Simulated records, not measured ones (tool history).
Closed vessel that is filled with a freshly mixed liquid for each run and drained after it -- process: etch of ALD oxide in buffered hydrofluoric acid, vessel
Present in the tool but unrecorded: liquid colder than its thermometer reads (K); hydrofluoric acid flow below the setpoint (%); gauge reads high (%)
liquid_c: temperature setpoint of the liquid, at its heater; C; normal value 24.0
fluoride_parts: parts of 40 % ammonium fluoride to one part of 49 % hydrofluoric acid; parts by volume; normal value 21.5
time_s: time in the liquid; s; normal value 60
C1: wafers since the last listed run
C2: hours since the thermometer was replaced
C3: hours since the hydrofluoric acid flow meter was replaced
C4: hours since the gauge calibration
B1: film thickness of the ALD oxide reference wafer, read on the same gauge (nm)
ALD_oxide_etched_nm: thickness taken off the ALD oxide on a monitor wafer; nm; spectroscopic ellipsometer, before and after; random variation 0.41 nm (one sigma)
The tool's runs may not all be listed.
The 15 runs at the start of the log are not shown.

Run 16, hour 407.2: usual settings but liquid_c 21.5 C, fluoride_parts 24.0 parts by volume; C1 3207; C2 1294.4; C3 2072.2; C4 645.1; B1 89.98. Result: ALD_oxide_etched_nm 82.81 nm.
Run 17, hour 441.6: usual settings but liquid_c 27.0 C, time_s 85 s; C1 3714; C2 1328.8; C3 2106.6; C4 679.5; B1 90.00. Result: ALD_oxide_etched_nm 170.43 nm.
At hour 511.2: thermometer replaced.
At hour 518.8: hydrofluoric acid flow meter replaced.
At hour 523.5: gauge calibrated.
Run 18, hour 537.2: usual settings; C1 10107; C2 26.0; C3 18.4; C4 13.7; B1 90.02. Result: ALD_oxide_etched_nm 101.91 nm.
Run 19, hour 549.6: usual settings but liquid_c 21.0 C, fluoride_parts 25.0 parts by volume, time_s 40 s; C1 1339; C2 38.4; C3 30.8; C4 26.1; B1 89.97. Result: ALD_oxide_etched_nm 52.00 nm.
Run 20, hour 582.4: usual settings but fluoride_parts 25.5 parts by volume, time_s 85 s; C1 3541; C2 71.2; C3 63.6; C4 58.9; B1 89.98. Result: ALD_oxide_etched_nm 129.37 nm.
Run 21, hour 598.0: usual settings but liquid_c 19.5 C, fluoride_parts 18.5 parts by volume, time_s 30 s; C1 1684; C2 86.8; C3 79.2; C4 74.5; B1 89.99. Result: ALD_oxide_etched_nm 45.22 nm.
Run 22, hour 612.8: usual settings but liquid_c 20.0 C, time_s 90 s; C1 1598; C2 101.6; C3 94.0; C4 89.3; B1 89.99. Result: ALD_oxide_etched_nm 123.20 nm.
Run 23, hour 644.2: usual settings but liquid_c 27.5 C; C1 3390; C2 133.0; C3 125.4; C4 120.7; B1 90.02. Result: ALD_oxide_etched_nm 123.32 nm.
Run 24, hour 665.3: usual settings; C1 2278; C2 154.1; C3 146.5; C4 141.8; B1 90.00. Result: ALD_oxide_etched_nm 102.24 nm.
Run 25, hour 705.9: usual settings but liquid_c 28.0 C; C1 4384; C2 194.7; C3 187.1; C4 182.4; B1 89.98. Result: ALD_oxide_etched_nm 127.18 nm.
Run 26, hour 739.7: usual settings but liquid_c 28.0 C, time_s 85 s; C1 3649; C2 228.5; C3 220.9; C4 216.2; B1 90.00. Result: ALD_oxide_etched_nm 181.22 nm.
Run 27, hour 780.0: usual settings but liquid_c 26.0 C, fluoride_parts 28.0 parts by volume; C1 4351; C2 268.8; C3 261.2; C4 256.5; B1 90.02. Result: ALD_oxide_etched_nm 95.12 nm.
Run 28, hour 837.6: usual settings but liquid_c 22.5 C, fluoride_parts 24.5 parts by volume; C1 6220; C2 326.4; C3 318.8; C4 314.1; B1 90.04. Result: ALD_oxide_etched_nm 85.96 nm.
Run 29, hour 864.3: usual settings but fluoride_parts 13.5 parts by volume; C1 2883; C2 353.1; C3 345.5; C4 340.8; B1 90.03. Result: ALD_oxide_etched_nm 157.81 nm.
Run 30, hour 880.2: usual settings but liquid_c 28.0 C; C1 1716; C2 369.0; C3 361.4; C4 356.7; B1 89.97. Result: ALD_oxide_etched_nm 127.08 nm.
Run 31, hour 906.8: usual settings but fluoride_parts 18.5 parts by volume; C1 2872; C2 395.6; C3 388.0; C4 383.3; B1 90.00. Result: ALD_oxide_etched_nm 116.22 nm.
Run 32, hour 938.4: usual settings; C1 3412; C2 427.2; C3 419.6; C4 414.9; B1 89.99. Result: ALD_oxide_etched_nm 102.14 nm.
Run 33, hour 1006.4: usual settings but liquid_c 26.0 C, fluoride_parts 15.5 parts by volume, time_s 40 s; C1 7343; C2 495.2; C3 487.6; C4 482.9; B1 90.02. Result: ALD_oxide_etched_nm 103.08 nm.
Run 34, hour 1031.9: usual settings but liquid_c 28.5 C, fluoride_parts 26.5 parts by volume, time_s 30 s; C1 2753; C2 520.7; C3 513.1; C4 508.4; B1 90.01. Result: ALD_oxide_etched_nm 56.52 nm.
Run 35, hour 1048.1: usual settings but liquid_c 29.0 C; C1 1749; C2 536.9; C3 529.3; C4 524.6; B1 90.00. Result: ALD_oxide_etched_nm 134.16 nm.

What if the next run were any one of these 3? Each begins from the tool's condition after run 35:
Run A, hour 1048.8: usual settings; C1 75; C2 537.6; C3 530.0; C4 525.3; B1 ?. Result: ALD_oxide_etched_nm ?.
Run B, hour 1048.8: usual settings but liquid_c 27.0 C, fluoride_parts 13.5 parts by volume, time_s 75 s; C1 75; C2 537.6; C3 530.0; C4 525.3; B1 ?. Result: ALD_oxide_etched_nm ?.
Run C, hour 1048.8: usual settings but liquid_c 28.0 C, fluoride_parts 25.5 parts by volume, time_s 45 s; C1 75; C2 537.6; C3 530.0; C4 525.3; B1 ?. Result: ALD_oxide_etched_nm ?.

run     B1  ALD_oxide_etched_nm
  A  89.99               102.36
  B  89.99               232.83
  C  89.99                84.81
With the hidden condition removed and each run's random variation left untouched, the same runs would have given:
run  ALD_oxide_etched_nm
  A               102.36
  B               232.83
  C                84.81
